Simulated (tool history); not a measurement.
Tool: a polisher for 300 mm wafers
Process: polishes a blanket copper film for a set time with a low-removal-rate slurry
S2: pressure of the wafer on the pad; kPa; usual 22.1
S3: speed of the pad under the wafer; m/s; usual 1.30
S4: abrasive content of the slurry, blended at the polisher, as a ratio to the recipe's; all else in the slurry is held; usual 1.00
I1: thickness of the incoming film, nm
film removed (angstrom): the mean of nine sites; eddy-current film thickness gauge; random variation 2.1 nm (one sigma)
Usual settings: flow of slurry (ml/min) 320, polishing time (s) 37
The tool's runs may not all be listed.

{"run": 1, "hour": 0.0, "flow of slurry (ml/min)": 320, "S2": 22.1, "S3": 1.3, "S4": 1.0, "polishing time (s)": 37, "I1": 841.8, "film removed (angstrom)": 1717}
{"run": 2, "hour": 69.7, "flow of slurry (ml/min)": 320, "S2": 22.1, "S3": 1.3, "S4": 1.0, "polishing time (s)": 37, "I1": 840.1, "film removed (angstrom)": 1747}
{"hour": 81.3, "done": "slurry blender recalibrated"}
{"run": 3, "hour": 133.8, "flow of slurry (ml/min)": 320, "S2": 22.1, "S3": 1.3, "S4": 1.0, "polishing time (s)": 37, "I1": 834.0, "film removed (angstrom)": 1764}
{"run": 4, "hour": 178.9, "flow of slurry (ml/min)": 320, "S2": 22.1, "S3": 1.3, "S4": 1.0, "polishing time (s)": 37, "I1": 835.2, "film removed (angstrom)": 1775}
{"run": 5, "hour": 234.8, "flow of slurry (ml/min)": 320, "S2": 22.1, "S3": 1.3, "S4": 1.0, "polishing time (s)": 37, "I1": 826.0, "film removed (angstrom)": 1785}
{"hour": 247.9, "done": "worn pad replaced by a new one"}
{"hour": 309.8, "done": "slurry blender recalibrated"}
{"run": 6, "hour": 366.4, "flow of slurry (ml/min)": 320, "S2": 22.1, "S3": 1.3, "S4": 0.8, "polishing time (s)": 37, "I1": 825.8, "film removed (angstrom)": 1730}
{"run": 7, "hour": 406.4, "flow of slurry (ml/min)": 320, "S2": 22.1, "S3": 1.3, "S4": 0.8, "polishing time (s)": 37, "I1": 825.5, "film removed (angstrom)": 1747}
{"run": 8, "hour": 430.9, "flow of slurry (ml/min)": 320, "S2": 22.1, "S3": 1.3, "S4": 1.0, "polishing time (s)": 37, "I1": 843.2, "film removed (angstrom)": 1828}
{"run": 9, "hour": 478.0, "flow of slurry (ml/min)": 320, "S2": 22.1, "S3": 1.3, "S4": 1.15, "polishing time (s)": 37, "I1": 829.6, "film removed (angstrom)": 1833}
{"hour": 487.0, "done": "slurry nozzle cleaned"}
{"hour": 495.0, "done": "worn pad replaced by a new one"}
{"run": 10, "hour": 534.0, "flow of slurry (ml/min)": 320, "S2": 22.1, "S3": 1.3, "S4": 1.15, "polishing time (s)": 37, "I1": 836.3, "film removed (angstrom)": 1862}
{"hour": 557.4, "done": "head pressure recalibrated"}
{"run": 11, "hour": 581.1, "flow of slurry (ml/min)": 320, "S2": 22.1, "S3": 1.3, "S4": 1.0, "polishing time (s)": 37, "I1": 827.3, "film removed (angstrom)": 1897}
{"hour": 592.8, "done": "slurry blender recalibrated"}
{"run": 12, "hour": 649.5, "flow of slurry (ml/min)": 215, "S2": 17.2, "S3": 1.7, "S4": 1.0, "polishing time (s)": 33, "I1": 844.9, "film removed (angstrom)": 1691}
{"hour": 708.9, "done": "head pressure recalibrated, repeated, since the last time left the tool worse"}
{"hour": 760.2, "done": "worn pad replaced by a new one"}
{"hour": 850.5, "done": "slurry blender recalibrated"}
{"run": 13, "hour": 857.2, "flow of slurry (ml/min)": 375, "S2": 22.1, "S3": 1.3, "S4": 1.0, "polishing time (s)": 37, "I1": 846.4, "film removed (angstrom)": 1739}
{"run": 14, "hour": 887.1, "flow of slurry (ml/min)": 320, "S2": 17.9, "S3": 1.3, "S4": 1.0, "polishing time (s)": 33, "I1": 834.1, "film removed (angstrom)": 1295}
{"run": 15, "hour": 937.8, "flow of slurry (ml/min)": 320, "S2": 22.1, "S3": 1.3, "S4": 1.0, "polishing time (s)": 37, "I1": 847.3, "film removed (angstrom)": 1743}
{"run": 16, "hour": 976.9, "flow of slurry (ml/min)": 320, "S2": 22.1, "S3": 1.3, "S4": 1.0, "polishing time (s)": 37, "I1": 829.5, "film removed (angstrom)": 1734}
{"run": 17, "hour": 1007.3, "flow of slurry (ml/min)": 320, "S2": 17.2, "S3": 1.3, "S4": 1.0, "polishing time (s)": 50, "I1": 825.9, "film removed (angstrom)": 1944}
{"hour": 1024.3, "done": "worn pad replaced by a new one"}
{"run": 18, "hour": 1071.4, "flow of slurry (ml/min)": 350, "S2": 22.1, "S3": 1.3, "S4": 0.75, "polishing time (s)": 37, "I1": 844.5, "film removed (angstrom)": 1675}
{"hour": 1086.2, "done": "slurry blender recalibrated"}
{"run": 19, "hour": 1107.2, "flow of slurry (ml/min)": 320, "S2": 26.9, "S3": 1.3, "S4": 1.0, "polishing time (s)": 37, "I1": 833.3, "film removed (angstrom)": 2121}
{"run": 20, "hour": 1177.3, "flow of slurry (ml/min)": 320, "S2": 20.0, "S3": 1.3, "S4": 1.15, "polishing time (s)": 33, "I1": 836.2, "film removed (angstrom)": 1481}
{"run": 21, "hour": 1230.8, "flow of slurry (ml/min)": 320, "S2": 22.1, "S3": 1.3, "S4": 1.0, "polishing time (s)": 37, "I1": 828.3, "film removed (angstrom)": 1733}

The same runs without the tool's hidden state, with the same run-to-run variation:
The hidden state here: removal rate lost through wear of the pad, %; slurry flow missing at the pad, %; deviation of the head's pressure from its setpoint, %; abrasive missing from the slurry, %.
run=1 film_removed_(angstrom)=1679
run=2 film_removed_(angstrom)=1698
run=3 film_removed_(angstrom)=1705
run=4 film_removed_(angstrom)=1710
run=5 film_removed_(angstrom)=1712
run=6 film_removed_(angstrom)=1642
run=7 film_removed_(angstrom)=1653
run=8 film_removed_(angstrom)=1726
run=9 film_removed_(angstrom)=1725
run=10 film_removed_(angstrom)=1744
run=11 film_removed_(angstrom)=1686
run=12 film_removed_(angstrom)=1495
run=13 film_removed_(angstrom)=1723
run=14 film_removed_(angstrom)=1279
run=15 film_removed_(angstrom)=1716
run=16 film_removed_(angstrom)=1701
run=17 film_removed_(angstrom)=1902
run=18 film_removed_(angstrom)=1631
run=19 film_removed_(angstrom)=2058
run=20 film_removed_(angstrom)=1429
run=21 film_removed_(angstrom)=1665
